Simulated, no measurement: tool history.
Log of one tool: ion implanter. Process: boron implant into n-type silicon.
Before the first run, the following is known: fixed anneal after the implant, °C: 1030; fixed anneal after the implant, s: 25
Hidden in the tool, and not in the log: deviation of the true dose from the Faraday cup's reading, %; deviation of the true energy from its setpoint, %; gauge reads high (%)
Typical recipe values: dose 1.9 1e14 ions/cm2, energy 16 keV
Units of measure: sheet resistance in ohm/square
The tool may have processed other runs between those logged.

run,hour,dose,energy,wafers since the last listed run,hours since the last dose calibration,hours since the extraction supply was calibrated,hours since the gauge calibration,"read-back reference wafer on the same gauge, sheet resistance",sheet resistance
1,0,1.9,16,0,396.9,6323.3,1646.2,429.24,493.45
2,51.9,1.9,16,758,448.8,6375.2,1698.1,428.45,494.71
3,108.9,1.9,16,832,505.8,6432.2,1755.1,428.72,496.02
4,136.5,1.9,16,403,533.4,6459.8,1782.7,429.52,493.54
5,202,1.9,16,957,598.9,6525.3,1848.2,429.5,494.47
6,239.5,1.9,12,548,636.4,6562.8,1885.7,429.54,513.41
7,286,1.9,12,679,682.9,6609.3,1932.2,428.95,511.29
# hour 332.8: Faraday cup replaced and dose calibrated
8,347.4,1.9,16,780,14.6,6670.7,1993.6,429.32,490.15
9,378.6,1.9,16,455,45.8,6701.9,2024.8,428.58,494.88
10,445.9,1.9,16,983,113.1,6769.2,2092.1,428.75,495.68
11,512.6,2.19,16,974,179.8,6835.9,2158.8,429.48,439.14
12,553.1,2.19,16,591,220.3,6876.4,2199.3,429.33,439.13
13,607.2,2.02,12,790,274.4,6930.5,2253.4,429.18,485.87
14,659.1,2.02,12,758,326.3,6982.4,2305.3,428.93,483.93
15,722,2.02,12,919,389.2,7045.3,2368.2,429.18,487.88
16,771.9,1.71,17.5,729,439.1,7095.2,2418.1,429.29,529.05
17,823.5,2.27,13,754,490.7,7146.8,2469.7,429.16,436.42
18,858.2,1.9,16,507,525.4,7181.5,2504.4,429.06,494.51
19,913.4,1.9,18,806,580.6,7236.7,2559.6,428.88,486.1
# hour 959.2: Faraday cup replaced and dose calibrated
# hour 963.1: extraction supply calibrated
20,963.6,1.66,13,560,4.4,0.5,2609.8,429.02,564.61
21,1021.2,1.9,16,841,62,58.1,2667.4,429.16,493.61
22,1084.1,2.2,16,919,124.9,121,2730.3,428.85,438.91
23,1112.4,1.9,16,413,153.2,149.3,2758.6,429.19,497.91
24,1138.5,2.05,19.5,381,179.3,175.4,2784.7,429.07,454.8
# hour 1153.7: gauge calibrated
25,1176.5,1.62,12.5,555,217.3,213.4,22.8,429.02,581.78
26,1209.4,1.67,20,480,250.2,246.3,55.7,428.99,530.06
27,1241.4,2.05,20,467,282.2,278.3,87.7,428.94,448.31
28,1304.3,1.6,20,919,345.1,341.2,150.6,428.88,546.96
29,1348.4,1.7,21,644,389.2,385.3,194.7,428.91,524.26
30,1390.8,2.31,11,619,431.6,427.7,237.1,429.05,440.42
31,1415.1,1.43,12.5,355,455.9,452,261.4,428.55,641.18
32,1481.1,1.9,16,964,521.9,518,327.4,428.51,493.42
33,1519.8,1.71,18.5,565,560.6,556.7,366.1,429.24,530.94
34,1582.7,1.9,16,919,623.5,619.6,429,428.84,495.26
# hour 1653.2: Faraday cup replaced and dose calibrated
35,1653.7,1.57,18.5,920,0.5,690.6,500,429.16,565.36
36,1714.1,2.28,10.5,882,60.9,751,560.4,429.53,446.8
37,1921.6,1.9,16,3032,268.4,958.5,767.9,429.11,496.21
38,1963,1.53,16,605,309.8,999.9,809.3,428.85,589.04

Forecast each of these 3 alternatives for the next run:
A,1963.4,1.39,16,5,310.2,1000.3,809.7,?,?
B,1963.4,1.69,16,5,310.2,1000.3,809.7,?,?
C,1963.4,2.1,20,5,310.2,1000.3,809.7,?,?

run,"read-back reference wafer on the same gauge, sheet resistance",sheet resistance
A,429.15,640.88
B,429.15,546.63
C,429.15,444.72
With the hidden condition removed and each run's random variation left untouched, the same runs would have given:
run,sheet resistance
A,640.88
B,546.63
C,444.72
